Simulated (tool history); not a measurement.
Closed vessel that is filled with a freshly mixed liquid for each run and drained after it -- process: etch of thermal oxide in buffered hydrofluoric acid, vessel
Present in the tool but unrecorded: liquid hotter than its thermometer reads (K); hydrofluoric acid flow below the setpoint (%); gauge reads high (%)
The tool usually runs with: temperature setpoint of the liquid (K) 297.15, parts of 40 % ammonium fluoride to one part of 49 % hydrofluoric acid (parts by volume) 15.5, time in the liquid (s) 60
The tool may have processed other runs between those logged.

run,hour,temperature setpoint of the liquid (K),parts of 40 % ammonium fluoride to one part of 49 % hydrofluoric acid (parts by volume),time in the liquid (s),wafers since the last listed run,hours since the thermometer was replaced,hours since the hydrofluoric acid flow meter was replaced,hours since the gauge calibration,"read-back film thickness of the thermal oxide reference wafer, read on the same gauge (nm)",thickness taken off the thermal oxide on a monitor wafer (Å)
1,0.0,297.15,15.5,60,0,966.8,1224.9,581.2,130.03,505.1
2,7.7,298.15,15.5,60,792,974.5,1232.6,588.9,129.99,536.2
3,14.0,298.15,15.5,60,648,980.8,1238.9,595.2,130.00,535.1
4,24.5,298.15,15.5,60,1081,991.3,1249.4,605.7,129.98,534.2
5,30.7,297.15,15.5,60,638,997.5,1255.6,611.9,130.03,502.0
6,43.0,297.15,15.5,60,1266,1009.8,1267.9,624.2,129.99,513.6
7,57.6,297.15,15.5,60,1503,1024.4,1282.5,638.8,130.01,517.6
# hour 64.9: thermometer replaced
8,71.1,297.15,20.5,70,1287,6.2,1296.0,652.3,129.98,387.2
9,84.5,297.15,15.5,60,1380,19.6,1309.4,665.7,129.96,434.7
10,101.6,297.15,15.5,60,1761,36.7,1326.5,682.8,130.01,436.5
11,110.7,294.15,12.5,50,937,45.8,1335.6,691.9,129.97,377.6
12,126.8,294.15,11.5,35,1658,61.9,1351.7,708.0,129.99,292.5
13,137.2,292.65,15.5,60,1071,72.3,1362.1,718.4,129.97,340.2
14,157.2,298.65,15.5,80,2059,92.3,1382.1,738.4,129.99,636.4
15,163.9,297.15,15.5,60,690,99.0,1388.8,745.1,130.01,445.3
16,172.1,297.15,15.5,60,844,107.2,1397.0,753.3,130.01,447.1
17,189.6,300.65,9.5,35,1802,124.7,1414.5,770.8,130.02,495.2
# hour 198.7: hydrofluoric acid flow meter replaced
18,204.8,297.15,10.5,60,1462,139.9,6.1,786.0,130.01,651.3
19,216.3,293.15,15.5,60,1184,151.4,17.6,797.5,130.02,357.8
20,226.3,297.15,15.5,60,1029,161.4,27.6,807.5,130.00,444.4
21,244.0,292.15,11.5,85,1822,179.1,45.3,825.2,130.00,646.4
# hour 252.4: gauge calibrated
22,255.9,297.15,15.5,60,1225,191.0,57.2,3.5,129.96,452.5
23,268.2,299.65,15.5,60,1266,203.3,69.5,15.8,130.01,517.1
24,274.6,297.15,15.5,60,659,209.7,75.9,22.2,129.98,448.0
25,290.9,297.15,15.5,60,1678,226.0,92.2,38.5,130.02,455.7
26,298.8,294.15,14.0,40,813,233.9,100.1,46.4,129.96,282.4
27,332.6,293.65,11.0,85,3480,267.7,133.9,80.2,129.96,745.2
28,340.5,297.15,15.5,60,813,275.6,141.8,88.1,129.99,446.5
29,347.2,297.15,15.5,60,690,282.3,148.5,94.8,129.97,456.6
30,354.2,297.15,15.5,60,720,289.3,155.5,101.8,130.04,454.9
31,365.4,297.15,10.0,60,1153,300.5,166.7,113.0,130.00,696.2
32,378.3,295.15,20.0,45,1328,313.4,179.6,125.9,129.99,237.5
33,394.7,299.15,15.5,70,1688,329.8,196.0,142.3,129.96,602.2

Give the tool's hidden conditions for every run:
hydrofluoric acid flow below the setpoint (%): 0, the same for each run
gauge reads high (%): 0, the same for each run
H1: liquid hotter than its thermometer reads (K)
run,H1
1,2.88
2,2.9
3,2.91
4,2.94
5,2.95
6,2.98
7,3.02
8,0.154
9,0.187
10,0.229
11,0.252
12,0.292
13,0.318
14,0.367
15,0.384
16,0.404
17,0.447
18,0.485
19,0.514
20,0.538
21,0.582
22,0.612
23,0.642
24,0.658
25,0.698
26,0.718
27,0.802
28,0.821
29,0.838
30,0.855
31,0.883
32,0.915
33,0.956
